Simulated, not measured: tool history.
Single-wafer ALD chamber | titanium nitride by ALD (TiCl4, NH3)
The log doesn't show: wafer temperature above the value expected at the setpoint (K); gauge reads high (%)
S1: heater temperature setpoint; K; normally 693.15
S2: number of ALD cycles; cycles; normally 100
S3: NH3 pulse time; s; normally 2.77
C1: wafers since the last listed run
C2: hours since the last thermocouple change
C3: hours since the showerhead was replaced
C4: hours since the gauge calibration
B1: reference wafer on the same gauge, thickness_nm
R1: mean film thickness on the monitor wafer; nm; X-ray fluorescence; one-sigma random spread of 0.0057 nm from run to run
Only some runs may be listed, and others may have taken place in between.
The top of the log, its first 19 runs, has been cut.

Run 20, hour 1693.7: usual settings but S2 120 cycles, S3 3.26 s; C1 232; C2 1276.4; C3 714.4; C4 1775.1; B1 2.111. Result: R1 2.713 nm.
Run 21, hour 2009.8: usual settings but S1 681.15 K, S2 116 cycles, S3 2.42 s; C1 912; C2 1592.5; C3 1030.5; C4 2091.2; B1 2.111. Result: R1 2.606 nm.
Run 22, hour 2097.6: usual settings; C1 253; C2 1680.3; C3 1118.3; C4 2179; B1 2.111. Result: R1 2.252 nm.
Run 23, hour 2162.3: usual settings but S1 681.15 K, S2 116 cycles, S3 2.42 s; C1 186; C2 1745; C3 1183; C4 2243.7; B1 2.11. Result: R1 2.613 nm.
Run 24, hour 2254.7: usual settings but S1 707.15 K, S2 109 cycles, S3 2.31 s; C1 266; C2 1837.4; C3 1275.4; C4 2336.1; B1 2.111. Result: R1 2.464 nm.
At hour 2304.1: gauge calibrated.
At hour 2338.6: thermocouple changed; heater temperature recalibrated.
Run 25, hour 2355: usual settings but S1 682.15 K, S2 110 cycles, S3 3.56 s; C1 266; C2 16.4; C3 1375.7; C4 50.9; B1 2.109. Result: R1 2.482 nm.
Run 26, hour 2427.4: usual settings; C1 209; C2 88.8; C3 1448.1; C4 123.3; B1 2.11. Result: R1 2.258 nm.
Run 27, hour 2465.9: usual settings but S1 697.15 K, S3 2.18 s; C1 111; C2 127.3; C3 1486.6; C4 161.8; B1 2.11. Result: R1 2.252 nm.
Run 28, hour 2568.4: usual settings; C1 296; C2 229.8; C3 1589.1; C4 264.3; B1 2.111. Result: R1 2.262 nm.
Run 29, hour 2654.4: usual settings but S1 683.15 K, S2 82 cycles, S3 1.94 s; C1 248; C2 315.8; C3 1675.1; C4 350.3; B1 2.11. Result: R1 1.843 nm.
Run 30, hour 2725.1: usual settings but S1 701.15 K, S2 107 cycles, S3 3.64 s; C1 204; C2 386.5; C3 1745.8; C4 421; B1 2.11. Result: R1 2.425 nm.
Run 31, hour 2801.8: usual settings; C1 221; C2 463.2; C3 1822.5; C4 497.7; B1 2.111. Result: R1 2.264 nm.
Run 32, hour 2860.3: usual settings; C1 168; C2 521.7; C3 1881; C4 556.2; B1 2.109. Result: R1 2.271 nm.
Run 33, hour 2907: usual settings but S1 697.15 K; C1 134; C2 568.4; C3 1927.7; C4 602.9; B1 2.11. Result: R1 2.261 nm.
Run 34, hour 2952: usual settings but S1 697.15 K, S2 112 cycles; C1 129; C2 613.4; C3 1972.7; C4 647.9; B1 2.11. Result: R1 2.54 nm.
Run 35, hour 3042.1: usual settings but S1 699.15 K; C1 260; C2 703.5; C3 2062.8; C4 738; B1 2.11. Result: R1 2.26 nm.

What will run 36 give?
Run 36, hour 3090.2: usual settings but S2 114 cycles, S3 2.21 s; C1 138; C2 751.6; C3 2110.9; C4 786.1; B1 ?. Result: R1 ?.

B1: 2.11
R1: 2.567 nm
On a tool with no hidden condition, and with the same random variation, this run would have come out at R1 2.567 nm.

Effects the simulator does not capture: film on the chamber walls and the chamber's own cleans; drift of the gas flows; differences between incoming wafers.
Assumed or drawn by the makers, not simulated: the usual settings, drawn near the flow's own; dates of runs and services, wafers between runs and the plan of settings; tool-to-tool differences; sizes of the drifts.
